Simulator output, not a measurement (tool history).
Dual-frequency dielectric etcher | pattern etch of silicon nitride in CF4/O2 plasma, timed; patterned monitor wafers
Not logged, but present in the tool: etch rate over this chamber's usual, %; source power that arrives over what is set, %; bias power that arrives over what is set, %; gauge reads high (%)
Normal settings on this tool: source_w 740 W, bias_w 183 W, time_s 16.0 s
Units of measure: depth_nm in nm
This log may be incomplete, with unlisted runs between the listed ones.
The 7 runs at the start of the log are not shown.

run   hour  source_w  bias_w  time_s  wafers since the last listed run  hours since the last wet clean  hours since the last source power generator calibration  hours since the last bias power generator calibration  hours since the last upper electrode change  hours since the gauge calibration  read-back reference wafer on the same gauge, depth_nm  depth_nm
  8   80.5       810     163    16.0                               316                           451.4                                                   3161.7                                                 3763.6                                       4950.8                              304.3                                                  42.06     48.61
  9   94.2       810     163    16.0                               276                           465.1                                                   3175.4                                                 3777.3                                       4964.5                              318.0                                                  42.09     48.82
 10  103.0       740     183    16.0                               177                           473.9                                                   3184.2                                                 3786.1                                       4973.3                              326.8                                                  42.16     46.48
     121.1  -- bias power generator calibrated
     128.1  -- source power generator calibrated
     134.9  -- wet clean of the chamber
 11  135.4       740     183    16.0                               354                             0.5                                                      7.3                                                   14.3                                       5005.7                              359.2                                                  42.09     46.67
 12  135.7       740     183    16.0                                 6                             0.8                                                      7.6                                                   14.6                                       5006.0                              359.5                                                  42.09     46.62
 13  136.0       740     183    16.0                                 6                             1.1                                                      7.9                                                   14.9                                       5006.3                              359.8                                                  42.09     46.56
 14  149.1       740     183    16.0                               264                            14.2                                                     21.0                                                   28.0                                       5019.4                              372.9                                                  42.13     46.57
     159.8  -- gauge calibrated
 15  162.2       920     183    12.5                               264                            27.3                                                     34.1                                                   41.1                                       5032.5                                2.4                                                  42.11     45.55
 16  176.9       860     183    19.0                               296                            42.0                                                     48.8                                                   55.8                                       5047.2                               17.1                                                  42.12     64.43
 17  192.2       740     183    16.0                               308                            57.3                                                     64.1                                                   71.1                                       5062.5                               32.4                                                  42.10     46.70
 18  198.6       810     163    16.0                               128                            63.7                                                     70.5                                                   77.5                                       5068.9                               38.8                                                  42.08     48.78
 19  215.3       800     183    16.0                               336                            80.4                                                     87.2                                                   94.2                                       5085.6                               55.5                                                  42.07     50.78
 20  232.8       740     183    16.0                               352                            97.9                                                    104.7                                                  111.7                                       5103.1                               73.0                                                  42.13     46.56
 21  244.8       740     183    13.0                               241                           109.9                                                    116.7                                                  123.7                                       5115.1                               85.0                                                  42.11     37.86
     274.3  -- upper electrode replaced
 22  274.8       740     198    16.0                               120                           139.9                                                    146.7                                                  153.7                                          0.5                              115.0                                                  42.08     48.34
 23  275.1       740     183    21.0                                 6                           140.2                                                    147.0                                                  154.0                                          0.8                              115.3                                                  42.06     61.23
 24  288.8       740     183    16.0                               276                           153.9                                                    160.7                                                  167.7                                         14.5                              129.0                                                  42.10     46.54
 25  303.1       680     162    16.0                               288                           168.2                                                    175.0                                                  182.0                                         28.8                              143.3                                                  42.10     40.51
 26  316.5       740     204    18.5                               270                           181.6                                                    188.4                                                  195.4                                         42.2                              156.7                                                  42.08     56.53
 27  328.1       740     165    12.0                               233                           193.2                                                    200.0                                                  207.0                                         53.8                              168.3                                                  42.09     33.49
 28  340.7       740     183    16.0                               253                           205.8                                                    212.6                                                  219.6                                         66.4                              180.9                                                  42.12     46.56
 29  347.7       620     183    16.0                               141                           212.8                                                    219.6                                                  226.6                                         73.4                              187.9                                                  42.12     38.71
 30  363.2       830     217    20.0                               312                           228.3                                                    235.1                                                  242.1                                         88.9                              203.4                                                  42.12     70.50

4 options for the next run, each taken on its own from the tool as it stands now. Forecast them:
  A  363.6       580     183    16.0                                 8                           228.7                                                    235.5                                                  242.5                                         89.3                              203.8                                                      ?         ?
  B  363.6       900     205    11.5                                 8                           228.7                                                    235.5                                                  242.5                                         89.3                              203.8                                                      ?         ?
  C  363.6       740     168    20.0                                 8                           228.7                                                    235.5                                                  242.5                                         89.3                              203.8                                                      ?         ?
  D  363.6       740     202    14.5                                 8                           228.7                                                    235.5                                                  242.5                                         89.3                              203.8                                                      ?         ?

run  read-back reference wafer on the same gauge, depth_nm  depth_nm
  A                                                  42.06     35.91
  B                                                  42.06     43.12
  C                                                  42.06     56.16
  D                                                  42.06     44.18
Take away the tool's hidden state, keep each run's random variation, and the runs would have read:
run  depth_nm
  A     35.91
  B     43.12
  C     56.16
  D     44.18

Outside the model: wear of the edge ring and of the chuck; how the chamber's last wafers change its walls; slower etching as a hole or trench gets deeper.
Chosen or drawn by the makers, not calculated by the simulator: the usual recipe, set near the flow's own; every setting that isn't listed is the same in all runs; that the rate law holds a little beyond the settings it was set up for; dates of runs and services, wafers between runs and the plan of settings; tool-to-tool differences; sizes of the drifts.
